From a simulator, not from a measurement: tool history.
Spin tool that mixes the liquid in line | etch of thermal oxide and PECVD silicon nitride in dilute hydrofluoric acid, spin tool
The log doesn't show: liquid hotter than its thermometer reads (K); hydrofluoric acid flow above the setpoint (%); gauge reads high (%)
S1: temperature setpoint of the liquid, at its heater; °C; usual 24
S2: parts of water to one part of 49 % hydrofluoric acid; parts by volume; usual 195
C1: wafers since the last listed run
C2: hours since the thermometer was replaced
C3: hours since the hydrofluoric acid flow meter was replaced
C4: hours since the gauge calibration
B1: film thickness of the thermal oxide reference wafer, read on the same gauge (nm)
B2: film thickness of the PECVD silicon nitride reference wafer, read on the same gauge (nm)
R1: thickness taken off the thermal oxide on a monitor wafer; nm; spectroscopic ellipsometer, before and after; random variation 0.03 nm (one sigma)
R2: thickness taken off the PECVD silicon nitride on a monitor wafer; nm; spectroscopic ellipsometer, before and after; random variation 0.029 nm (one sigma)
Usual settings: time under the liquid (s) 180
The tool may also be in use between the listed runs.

Run 1, hour 0: usual settings; C1 0; C2 854.3; C3 17.1; C4 82.9; B1 30.016; B2 109.96. Result: R1 4.093 nm, R2 5.29 nm.
Run 2, hour 54.4: usual settings; C1 229; C2 908.7; C3 71.5; C4 137.3; B1 29.982; B2 110.05. Result: R1 4.092 nm, R2 5.35 nm.
Run 3, hour 100.7: usual settings but S1 25.5 °C, time under the liquid (s) 215; C1 195; C2 955; C3 117.8; C4 183.6; B1 30.014; B2 110.04. Result: R1 5.249 nm, R2 7.09 nm.
Run 4, hour 144.8: usual settings but S1 25.5 °C, time under the liquid (s) 215; C1 186; C2 999.1; C3 161.9; C4 227.7; B1 30.02; B2 109.99. Result: R1 5.364 nm, R2 7.15 nm.
Run 5, hour 182: usual settings but S1 25.5 °C, time under the liquid (s) 215; C1 157; C2 1036.3; C3 199.1; C4 264.9; B1 29.981; B2 109.97. Result: R1 5.315 nm, R2 7.22 nm.
Run 6, hour 241.2: usual settings; C1 250; C2 1095.5; C3 258.3; C4 324.1; B1 29.988; B2 110.02. Result: R1 4.245 nm, R2 5.49 nm.
Run 7, hour 280: usual settings; C1 163; C2 1134.3; C3 297.1; C4 362.9; B1 29.999; B2 109.99. Result: R1 4.295 nm, R2 5.49 nm.
Run 8, hour 341.4: usual settings; C1 259; C2 1195.7; C3 358.5; C4 424.3; B1 29.972; B2 110.03. Result: R1 4.26 nm, R2 5.6 nm.
Run 9, hour 405.9: usual settings but time under the liquid (s) 225; C1 272; C2 1260.2; C3 423; C4 488.8; B1 30.003; B2 110.02. Result: R1 5.427 nm, R2 7.07 nm.
Run 10, hour 458.8: usual settings; C1 223; C2 1313.1; C3 475.9; C4 541.7; B1 29.942; B2 110. Result: R1 4.341 nm, R2 5.71 nm.
Run 11, hour 508.6: usual settings; C1 210; C2 1362.9; C3 525.7; C4 591.5; B1 30.014; B2 109.99. Result: R1 4.397 nm, R2 5.71 nm.
Run 12, hour 552.2: usual settings; C1 184; C2 1406.5; C3 569.3; C4 635.1; B1 30.028; B2 109.99. Result: R1 4.455 nm, R2 5.7 nm.
Run 13, hour 595.9: usual settings but time under the liquid (s) 250; C1 184; C2 1450.2; C3 613; C4 678.8; B1 29.975; B2 109.97. Result: R1 6.142 nm, R2 8.04 nm.
Run 14, hour 652.6: usual settings but S1 22.5 °C; C1 239; C2 1506.9; C3 669.7; C4 735.5; B1 30.028; B2 110.03. Result: R1 4.166 nm, R2 5.35 nm.
Run 15, hour 709.5: usual settings; C1 240; C2 1563.8; C3 726.6; C4 792.4; B1 30.01; B2 110.04. Result: R1 4.447 nm, R2 5.85 nm.
Run 16, hour 771.9: usual settings but S1 22.5 °C, time under the liquid (s) 230; C1 263; C2 1626.2; C3 789; C4 854.8; B1 29.976; B2 109.96. Result: R1 5.473 nm, R2 6.91 nm.
Run 17, hour 819.3: usual settings but S1 26 °C, S2 100 parts by volume, time under the liquid (s) 90; C1 200; C2 1673.6; C3 836.4; C4 902.2; B1 30.018; B2 110.06. Result: R1 5.353 nm, R2 6.64 nm.
At hour 893.8: gauge calibrated.
Run 18, hour 899.7: usual settings but time under the liquid (s) 110; C1 339; C2 1754; C3 916.8; C4 5.9; B1 29.978; B2 110.01. Result: R1 2.832 nm, R2 3.69 nm.
At hour 930: thermometer replaced.
Run 19, hour 937.8: usual settings but S1 27.5 °C, time under the liquid (s) 265; C1 156; C2 7.8; C3 954.9; C4 44; B1 29.992; B2 109.96. Result: R1 7.304 nm, R2 9.9 nm.
At hour 964.5: hydrofluoric acid flow meter replaced.
Run 20, hour 967.9: usual settings but S2 110 parts by volume, time under the liquid (s) 140; C1 122; C2 37.9; C3 3.4; C4 74.1; B1 29.988; B2 109.99. Result: R1 6.127 nm, R2 7.04 nm.
Run 21, hour 1036.3: usual settings but S1 28 °C, time under the liquid (s) 250; C1 289; C2 106.3; C3 71.8; C4 142.5; B1 30.033; B2 109.97. Result: R1 6.551 nm, R2 9.29 nm.
Run 22, hour 1103.4: usual settings but S1 21.5 °C, S2 265 parts by volume; C1 283; C2 173.4; C3 138.9; C4 209.6; B1 29.994; B2 109.99. Result: R1 2.583 nm, R2 3.32 nm.
Run 23, hour 1165.7: usual settings but S1 22 °C, S2 150 parts by volume, time under the liquid (s) 100; C1 263; C2 235.7; C3 201.2; C4 271.9; B1 30.05; B2 109.99. Result: R1 2.925 nm, R2 3.35 nm.
Run 24, hour 1194.5: usual settings; C1 121; C2 264.5; C3 230; C4 300.7; B1 29.989; B2 110. Result: R1 4.179 nm, R2 5.31 nm.
Run 25, hour 1237.2: usual settings; C1 180; C2 307.2; C3 272.7; C4 343.4; B1 29.951; B2 110.03. Result: R1 4.135 nm, R2 5.37 nm.

Forecast each of these 3 alternatives for the next run:
Run A, hour 1237.7: usual settings but time under the liquid (s) 270; C1 2; C2 307.7; C3 273.2; C4 343.9; B1 ?; B2 ?. Result: R1 ?, R2 ?.
Run B, hour 1237.7: usual settings but S2 110 parts by volume; C1 2; C2 307.7; C3 273.2; C4 343.9; B1 ?; B2 ?. Result: R1 ?, R2 ?.
Run C, hour 1237.7: usual settings but S2 130 parts by volume; C1 2; C2 307.7; C3 273.2; C4 343.9; B1 ?; B2 ?. Result: R1 ?, R2 ?.

run      B1   B2     R1    R2
  A  29.994  110  6.277  7.97
  B  29.994  110  8.164  9.38
  C  29.994  110  6.748  7.95
Without the tool's hidden state the same runs would have given:
run     R1    R2
  A  5.941   7.5
  B  7.737  8.81
  C  6.393  7.47

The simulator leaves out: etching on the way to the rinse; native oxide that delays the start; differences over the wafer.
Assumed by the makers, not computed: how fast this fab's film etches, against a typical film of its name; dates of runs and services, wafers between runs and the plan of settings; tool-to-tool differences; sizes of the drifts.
